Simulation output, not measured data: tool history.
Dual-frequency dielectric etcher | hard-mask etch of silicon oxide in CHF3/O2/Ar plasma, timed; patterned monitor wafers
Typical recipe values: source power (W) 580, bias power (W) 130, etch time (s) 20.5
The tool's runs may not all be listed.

run,day,source power (W),bias power (W),etch time (s),wafers since the last listed run,hours since the last wet clean,hours since the last source power generator calibration,hours since the last bias power generator calibration,hours since the last upper electrode change,hours since the gauge calibration,"read-back reference wafer on the same gauge, depth_nm",mean etch depth across the wafer (Å)
1,0,580,130,22.5,0,283.2,1669.2,2211.2,2706.1,2296.8,40.2,364.1
2,4.046,580,130,20.5,1249,380.3,1766.3,2308.3,2803.2,2393.9,40.19,333.6
3,7.471,580,130,20.5,1057,462.5,1848.5,2390.5,2885.4,2476.1,40.24,332.5
# day 8.758: upper electrode replaced
4,10.067,580,130,20.5,492,524.8,1910.8,2452.8,31.4,2538.4,40.2,329.3
# day 13.267: wet clean of the chamber
5,13.288,580,130,20.5,685,0.5,1988.1,2530.1,108.7,2615.7,40.2,337.3
6,16.533,580,140,22.5,1002,78.4,2066,2608,186.6,2693.6,40.2,381.2
7,19.246,580,112,20.5,837,143.5,2131.1,2673.1,251.7,2758.7,40.2,318.8
8,21.521,580,112,20.5,702,198.1,2185.7,2727.7,306.3,2813.3,40.19,316.5
9,23.754,580,112,20.5,689,251.7,2239.3,2781.3,359.9,2866.9,40.19,318.5
10,31.033,610,130,20.5,2247,426.4,2414,2956,534.6,3041.6,40.21,335.3
11,33.504,580,109,20.5,762,485.7,2473.3,3015.3,593.9,3100.9,40.19,309.7
12,36.854,580,130,16,1034,566.1,2553.7,3095.7,674.3,3181.3,40.19,255.6
# day 37.6: source power generator calibrated
13,39.029,670,119,25.5,620,618.3,34.3,3147.9,726.5,3233.5,40.19,428.4
# day 40.092: wet clean of the chamber
14,41.462,620,157,23.5,442,32.9,92.7,3206.3,784.9,3291.9,40.18,434.7
# day 45.083: gauge calibrated
15,45.958,710,156,26,1388,140.8,200.6,3314.2,892.8,21,40.22,504.6
16,50.446,690,138,24.5,1385,248.5,308.3,3421.9,1000.5,128.7,40.21,446.8
17,53.692,480,161,20.5,1002,326.4,386.2,3499.8,1078.4,206.6,40.18,340.4
18,56,530,107,20.5,712,381.8,441.6,3555.2,1133.8,262,40.22,303.3
19,62.404,670,107,16.5,1977,535.5,595.3,3708.9,1287.5,415.7,40.2,268.7
20,65.688,580,130,20.5,1013,614.3,674.1,3787.7,1366.3,494.5,40.17,337.5
# day 67.8: bias power generator calibrated
21,67.992,520,119,26,660,669.6,729.4,4.6,1421.6,549.8,40.22,394.3
# day 69.571: wet clean of the chamber
22,71.371,510,161,20.5,734,43.2,810.5,85.7,1502.7,630.9,40.19,350.7
23,73.338,580,130,17,607,90.4,857.7,132.9,1549.9,678.1,40.2,282
24,74.933,580,130,20.5,492,128.7,896,171.2,1588.2,716.4,40.19,343.4
25,77.762,510,161,26.5,873,196.6,963.9,239.1,1656.1,784.3,40.23,453.4
26,89.758,660,130,20.5,3704,484.5,1251.8,527,1944,1072.2,40.19,351.7
27,94,720,130,26.5,1309,586.3,1353.6,628.8,2045.8,1174,40.22,470.3
# day 95.433: wet clean of the chamber
28,97.762,580,130,20.5,853,55.9,1443.9,719.1,2136.1,1264.3,40.21,339.9
29,99.446,650,130,16.5,519,96.3,1484.3,759.5,2176.5,1304.7,40.18,285.5

Below are 4 alternative next runs, each starting from the tool's condition after run 29. Predict each:
A,99.462,530,130,20.5,5,96.7,1484.7,759.9,2176.9,1305.1,?,?
B,99.462,700,130,22.5,5,96.7,1484.7,759.9,2176.9,1305.1,?,?
C,99.462,470,98,23,5,96.7,1484.7,759.9,2176.9,1305.1,?,?
D,99.462,720,130,20.5,5,96.7,1484.7,759.9,2176.9,1305.1,?,?

run,"read-back reference wafer on the same gauge, depth_nm",mean etch depth across the wafer (Å)
A,40.18,329.3
B,40.18,403.4
C,40.18,319.2
D,40.18,371.7
What these runs would have given with no unlogged condition in the tool:
run,mean etch depth across the wafer (Å)
A,334.9
B,410.4
C,324.7
D,378.1
